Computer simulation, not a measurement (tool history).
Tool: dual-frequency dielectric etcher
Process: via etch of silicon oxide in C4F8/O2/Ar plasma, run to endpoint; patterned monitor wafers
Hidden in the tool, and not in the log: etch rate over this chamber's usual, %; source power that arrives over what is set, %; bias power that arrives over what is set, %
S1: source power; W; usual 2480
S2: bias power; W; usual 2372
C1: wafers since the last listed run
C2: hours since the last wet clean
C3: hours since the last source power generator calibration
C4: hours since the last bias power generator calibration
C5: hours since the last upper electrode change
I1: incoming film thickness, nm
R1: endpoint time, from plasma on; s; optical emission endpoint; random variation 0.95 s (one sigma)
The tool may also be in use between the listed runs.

run 1 hour=0 | S1=2650 S2=2372 | C1=0 C2=84.4 C3=2118 C4=2910.8 C5=2801.9 | I1=1766.2 | R1=307.5
run 2 hour=16.3 | S1=2650 S2=2372 | C1=68 C2=100.7 C3=2134.3 C4=2927.1 C5=2818.2 | I1=1763.7 | R1=306.5
run 3 hour=23.3 | S1=2650 S2=2372 | C1=29 C2=107.7 C3=2141.3 C4=2934.1 C5=2825.2 | I1=1754.5 | R1=304.9
run 4 hour=31.1 | S1=2180 S2=2372 | C1=32 C2=115.5 C3=2149.1 C4=2941.9 C5=2833 | I1=1768.8 | R1=345.6
run 5 hour=44.4 | S1=2480 S2=2372 | C1=55 C2=128.8 C3=2162.4 C4=2955.2 C5=2846.3 | I1=1763.3 | R1=316.5
run 6 hour=56.5 | S1=2480 S2=2372 | C1=50 C2=140.9 C3=2174.5 C4=2967.3 C5=2858.4 | I1=1759.4 | R1=317.3
run 7 hour=63.7 | S1=2060 S2=2037 | C1=30 C2=148.1 C3=2181.7 C4=2974.5 C5=2865.6 | I1=1778.3 | R1=378.1
run 8 hour=70.1 | S1=2060 S2=2037 | C1=26 C2=154.5 C3=2188.1 C4=2980.9 C5=2872 | I1=1768.7 | R1=379
run 9 hour=82.5 | S1=2060 S2=2037 | C1=51 C2=166.9 C3=2200.5 C4=2993.3 C5=2884.4 | I1=1772.5 | R1=375.9
run 10 hour=90.5 | S1=2140 S2=2372 | C1=33 C2=174.9 C3=2208.5 C4=3001.3 C5=2892.4 | I1=1766.2 | R1=351.1
run 11 hour=97.6 | S1=2480 S2=2782 | C1=29 C2=182 C3=2215.6 C4=3008.4 C5=2899.5 | I1=1749.8 | R1=302.3
run 12 hour=113.5 | S1=2480 S2=2782 | C1=66 C2=197.9 C3=2231.5 C4=3024.3 C5=2915.4 | I1=1760.8 | R1=305.4
run 13 hour=130.8 | S1=2480 S2=2782 | C1=72 C2=215.2 C3=2248.8 C4=3041.6 C5=2932.7 | I1=1765.1 | R1=305.2
run 14 hour=144.7 | S1=2480 S2=2779 | C1=58 C2=229.1 C3=2262.7 C4=3055.5 C5=2946.6 | I1=1780.7 | R1=306.3
run 15 hour=151.4 | S1=2480 S2=2779 | C1=28 C2=235.8 C3=2269.4 C4=3062.2 C5=2953.3 | I1=1759.9 | R1=304.4
run 16 hour=159 | S1=2140 S2=2922 | C1=31 C2=243.4 C3=2277 C4=3069.8 C5=2960.9 | I1=1763.9 | R1=330.3
-- hour=165.7 source power generator calibrated
-- hour=187.2 bias power generator calibrated
-- hour=188.6 upper electrode replaced
run 17 hour=189.1 | S1=2730 S2=2372 | C1=86 C2=273.5 C3=23.4 C4=1.9 C5=0.5 | I1=1761.1 | R1=304.8
run 18 hour=189.5 | S1=2480 S2=2782 | C1=1 C2=273.9 C3=23.8 C4=2.3 C5=0.9 | I1=1769.8 | R1=306.4
run 19 hour=195.5 | S1=2290 S2=1875 | C1=25 C2=279.9 C3=29.8 C4=8.3 C5=6.9 | I1=1768.1 | R1=363.5
run 20 hour=209 | S1=2480 S2=2372 | C1=56 C2=293.4 C3=43.3 C4=21.8 C5=20.4 | I1=1759.8 | R1=321.3
run 21 hour=216.1 | S1=2250 S2=1975 | C1=29 C2=300.5 C3=50.4 C4=28.9 C5=27.5 | I1=1747.5 | R1=358.3
-- hour=247.9 wet clean of the chamber
run 22 hour=248.4 | S1=2130 S2=2122 | C1=34 C2=0.5 C3=82.7 C4=61.2 C5=59.8 | I1=1762.7 | R1=359.3
run 23 hour=248.9 | S1=2480 S2=2154 | C1=2 C2=1 C3=83.2 C4=61.7 C5=60.3 | I1=1772.9 | R1=324.9
run 24 hour=259.5 | S1=2480 S2=2372 | C1=44 C2=11.6 C3=93.8 C4=72.3 C5=70.9 | I1=1746.4 | R1=313.1
run 25 hour=267.1 | S1=2070 S2=2120 | C1=31 C2=19.2 C3=101.4 C4=79.9 C5=78.5 | I1=1743.5 | R1=360
run 26 hour=279.8 | S1=2250 S2=2920 | C1=53 C2=31.9 C3=114.1 C4=92.6 C5=91.2 | I1=1762.5 | R1=314.3
run 27 hour=285.9 | S1=2180 S2=2524 | C1=25 C2=38 C3=120.2 C4=98.7 C5=97.3 | I1=1760 | R1=336.2
run 28 hour=292.5 | S1=2270 S2=2933 | C1=27 C2=44.6 C3=126.8 C4=105.3 C5=103.9 | I1=1763 | R1=311.6
run 29 hour=300 | S1=2960 S2=1889 | C1=31 C2=52.1 C3=134.3 C4=112.8 C5=111.4 | I1=1761.5 | R1=304.4
run 30 hour=313.5 | S1=2870 S2=2684 | C1=56 C2=65.6 C3=147.8 C4=126.3 C5=124.9 | I1=1776.8 | R1=281.7

Hidden state or all else? Some run-to-run changes of R1, split into what the settings, what came in and random variation would give without the hidden state, and what is left for the hidden state (with any gauge scatter that isn't in both results):
Run 6 -> 7: S1 2480 -> 2060, S2 2372 -> 2037. R1 +60.8 s: hidden state +0.9, all else +59.9.
Run 10 -> 11: S1 2140 -> 2480, S2 2372 -> 2782. R1 -48.8 s: hidden state -0.5, all else -48.3.
Run 18 -> 19: S1 2480 -> 2290, S2 2782 -> 1875. R1 +57.1 s: hidden state +1.2, all else +55.9.
Run 21 -> 22: S1 2250 -> 2130, S2 1975 -> 2122, wet clean of the chamber. R1 +1 s: hidden state -6.8, all else +7.8.

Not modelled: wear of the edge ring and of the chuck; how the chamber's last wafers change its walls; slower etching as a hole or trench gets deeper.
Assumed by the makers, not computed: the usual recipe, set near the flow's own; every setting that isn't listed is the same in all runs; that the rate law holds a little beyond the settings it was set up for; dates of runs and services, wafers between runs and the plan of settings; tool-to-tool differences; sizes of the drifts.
